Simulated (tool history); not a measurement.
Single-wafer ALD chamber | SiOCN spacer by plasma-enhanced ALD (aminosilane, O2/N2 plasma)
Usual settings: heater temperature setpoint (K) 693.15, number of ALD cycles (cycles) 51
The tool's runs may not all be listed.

run,hour,heater temperature setpoint (K),number of ALD cycles (cycles),"read-back reference wafer on the same gauge, thickness_nm",mean film thickness on the monitor wafer (angstrom)
1,0.0,693.15,51,3.520,31.64
2,26.7,693.15,51,3.520,31.73
3,135.4,693.15,51,3.519,31.58
4,302.9,693.15,51,3.520,30.99
5,359.5,693.15,51,3.520,31.10
6,421.4,693.15,51,3.519,31.01
7,487.5,693.15,51,3.519,31.32
8,554.1,693.15,60,3.520,36.79
9,589.8,693.15,51,3.520,31.17
10,614.2,693.15,59,3.520,36.14
11,655.0,679.15,51,3.520,32.35
12,697.1,693.15,51,3.519,31.44
13,726.3,685.15,43,3.518,26.90
14,789.7,702.15,60,3.521,35.92

Taken out of this log: 2 entries between the listed runs. Where each belongs, and how the hidden state differs across it:
Between runs 3 and 4: gauge calibrated (hour 301.5); thermocouple changed; heater temperature recalibrated (hour 302.4)
  wafer temperature above the value expected at the setpoint (K): -6.01 -> 0.918
  measured less the result without the state, mean film thickness on the monitor wafer (angstrom): +0.53 -> -0.08

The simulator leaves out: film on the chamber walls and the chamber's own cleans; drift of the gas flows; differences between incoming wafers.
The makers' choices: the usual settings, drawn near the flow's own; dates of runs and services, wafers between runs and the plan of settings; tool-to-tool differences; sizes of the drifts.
